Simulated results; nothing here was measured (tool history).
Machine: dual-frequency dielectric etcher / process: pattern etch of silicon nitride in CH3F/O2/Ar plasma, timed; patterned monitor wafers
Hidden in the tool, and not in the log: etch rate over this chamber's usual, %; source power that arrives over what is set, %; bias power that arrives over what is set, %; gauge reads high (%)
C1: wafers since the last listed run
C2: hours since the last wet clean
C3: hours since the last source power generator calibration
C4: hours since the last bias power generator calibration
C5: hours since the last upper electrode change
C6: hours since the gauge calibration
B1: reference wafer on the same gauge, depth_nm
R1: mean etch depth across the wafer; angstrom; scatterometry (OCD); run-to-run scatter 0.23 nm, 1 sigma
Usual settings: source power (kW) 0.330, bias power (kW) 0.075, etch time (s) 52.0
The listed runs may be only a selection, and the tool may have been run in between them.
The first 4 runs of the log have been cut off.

{"hour": 155.8, "done": "gauge calibrated"}
{"hour": 217.1, "done": "upper electrode replaced"}
{"run": 5, "hour": 217.6, "source power (kW)": 0.33, "bias power (kW)": 0.067, "etch time (s)": 45.0, "C1": 651, "C2": 106.2, "C3": 4063.3, "C4": 1270.7, "C5": 0.5, "C6": 61.8, "B1": 27.46, "R1": 284.2}
{"run": 6, "hour": 244.4, "source power (kW)": 0.33, "bias power (kW)": 0.067, "etch time (s)": 45.0, "C1": 376, "C2": 133.0, "C3": 4090.1, "C4": 1297.5, "C5": 27.3, "C6": 88.6, "B1": 27.49, "R1": 280.8}
{"run": 7, "hour": 279.0, "source power (kW)": 0.28, "bias power (kW)": 0.075, "etch time (s)": 52.0, "C1": 485, "C2": 167.6, "C3": 4124.7, "C4": 1332.1, "C5": 61.9, "C6": 123.2, "B1": 27.43, "R1": 326.5}
{"run": 8, "hour": 309.3, "source power (kW)": 0.28, "bias power (kW)": 0.075, "etch time (s)": 52.0, "C1": 425, "C2": 197.9, "C3": 4155.0, "C4": 1362.4, "C5": 92.2, "C6": 153.5, "B1": 27.52, "R1": 331.1}
{"hour": 327.2, "done": "bias power generator calibrated"}
{"run": 9, "hour": 338.4, "source power (kW)": 0.28, "bias power (kW)": 0.075, "etch time (s)": 52.0, "C1": 352, "C2": 227.0, "C3": 4184.1, "C4": 11.2, "C5": 121.3, "C6": 182.6, "B1": 27.52, "R1": 323.4}
{"run": 10, "hour": 382.8, "source power (kW)": 0.28, "bias power (kW)": 0.088, "etch time (s)": 61.5, "C1": 623, "C2": 271.4, "C3": 4228.5, "C4": 55.6, "C5": 165.7, "C6": 227.0, "B1": 27.56, "R1": 409.4}
{"run": 11, "hour": 434.1, "source power (kW)": 0.33, "bias power (kW)": 0.075, "etch time (s)": 52.0, "C1": 720, "C2": 322.7, "C3": 4279.8, "C4": 106.9, "C5": 217.0, "C6": 278.3, "B1": 27.49, "R1": 338.9}
{"run": 12, "hour": 473.7, "source power (kW)": 0.27, "bias power (kW)": 0.067, "etch time (s)": 61.5, "C1": 555, "C2": 362.3, "C3": 4319.4, "C4": 146.5, "C5": 256.6, "C6": 317.9, "B1": 27.42, "R1": 369.7}
{"hour": 530.3, "done": "source power generator calibrated"}
{"hour": 549.8, "done": "wet clean of the chamber"}
{"run": 13, "hour": 611.3, "source power (kW)": 0.33, "bias power (kW)": 0.075, "etch time (s)": 52.0, "C1": 1601, "C2": 61.5, "C3": 81.0, "C4": 284.1, "C5": 394.2, "C6": 455.5, "B1": 27.55, "R1": 343.7}
{"run": 14, "hour": 646.3, "source power (kW)": 0.36, "bias power (kW)": 0.084, "etch time (s)": 42.5, "C1": 491, "C2": 96.5, "C3": 116.0, "C4": 319.1, "C5": 429.2, "C6": 490.5, "B1": 27.49, "R1": 295.1}
{"run": 15, "hour": 711.8, "source power (kW)": 0.33, "bias power (kW)": 0.075, "etch time (s)": 52.0, "C1": 919, "C2": 162.0, "C3": 181.5, "C4": 384.6, "C5": 494.7, "C6": 556.0, "B1": 27.5, "R1": 338.5}
{"run": 16, "hour": 767.7, "source power (kW)": 0.25, "bias power (kW)": 0.068, "etch time (s)": 65.5, "C1": 784, "C2": 217.9, "C3": 237.4, "C4": 440.5, "C5": 550.6, "C6": 611.9, "B1": 27.49, "R1": 386.0}
{"run": 17, "hour": 886.8, "source power (kW)": 0.39, "bias power (kW)": 0.075, "etch time (s)": 39.5, "C1": 1671, "C2": 337.0, "C3": 356.5, "C4": 559.6, "C5": 669.7, "C6": 731.0, "B1": 27.43, "R1": 266.2}
{"hour": 934.3, "done": "wet clean of the chamber"}
{"run": 18, "hour": 934.8, "source power (kW)": 0.31, "bias power (kW)": 0.075, "etch time (s)": 57.5, "C1": 336, "C2": 0.5, "C3": 404.5, "C4": 607.6, "C5": 717.7, "C6": 779.0, "B1": 27.55, "R1": 372.1}
{"run": 19, "hour": 963.4, "source power (kW)": 0.31, "bias power (kW)": 0.09, "etch time (s)": 52.0, "C1": 401, "C2": 29.1, "C3": 433.1, "C4": 636.2, "C5": 746.3, "C6": 807.6, "B1": 27.53, "R1": 355.0}
{"run": 20, "hour": 1035.8, "source power (kW)": 0.33, "bias power (kW)": 0.086, "etch time (s)": 47.0, "C1": 1016, "C2": 101.5, "C3": 505.5, "C4": 708.6, "C5": 818.7, "C6": 880.0, "B1": 27.52, "R1": 323.0}
{"run": 21, "hour": 1081.3, "source power (kW)": 0.27, "bias power (kW)": 0.057, "etch time (s)": 58.0, "C1": 638, "C2": 147.0, "C3": 551.0, "C4": 754.1, "C5": 864.2, "C6": 925.5, "B1": 27.46, "R1": 325.7}
{"run": 22, "hour": 1113.2, "source power (kW)": 0.35, "bias power (kW)": 0.075, "etch time (s)": 52.0, "C1": 447, "C2": 178.9, "C3": 582.9, "C4": 786.0, "C5": 896.1, "C6": 957.4, "B1": 27.39, "R1": 344.7}
{"run": 23, "hour": 1166.2, "source power (kW)": 0.33, "bias power (kW)": 0.093, "etch time (s)": 60.0, "C1": 743, "C2": 231.9, "C3": 635.9, "C4": 839.0, "C5": 949.1, "C6": 1010.4, "B1": 27.52, "R1": 426.6}
{"run": 24, "hour": 1215.9, "source power (kW)": 0.33, "bias power (kW)": 0.075, "etch time (s)": 60.0, "C1": 697, "C2": 281.6, "C3": 685.6, "C4": 888.7, "C5": 998.8, "C6": 1060.1, "B1": 27.48, "R1": 393.1}
{"run": 25, "hour": 1251.1, "source power (kW)": 0.33, "bias power (kW)": 0.075, "etch time (s)": 59.0, "C1": 494, "C2": 316.8, "C3": 720.8, "C4": 923.9, "C5": 1034.0, "C6": 1095.3, "B1": 27.51, "R1": 384.3}
{"run": 26, "hour": 1279.7, "source power (kW)": 0.29, "bias power (kW)": 0.067, "etch time (s)": 66.5, "C1": 401, "C2": 345.4, "C3": 749.4, "C4": 952.5, "C5": 1062.6, "C6": 1123.9, "B1": 27.54, "R1": 402.9}
{"run": 27, "hour": 1320.2, "source power (kW)": 0.27, "bias power (kW)": 0.084, "etch time (s)": 37.0, "C1": 568, "C2": 385.9, "C3": 789.9, "C4": 993.0, "C5": 1103.1, "C6": 1164.4, "B1": 27.5, "R1": 238.6}

The next listed run, before its measurement:
{"run": 28, "hour": 1358.2, "source power (kW)": 0.33, "bias power (kW)": 0.075, "etch time (s)": 52.0, "C1": 533, "C2": 423.9, "C3": 827.9, "C4": 1031.0, "C5": 1141.1, "C6": 1202.4, "B1": "?", "R1": "?"}

{"run 28": {"B1": 27.5, "R1": 340.1}}
Were there no unlogged condition in the tool, this run, its random variation unchanged, would have produced R1 340.1 angstrom.
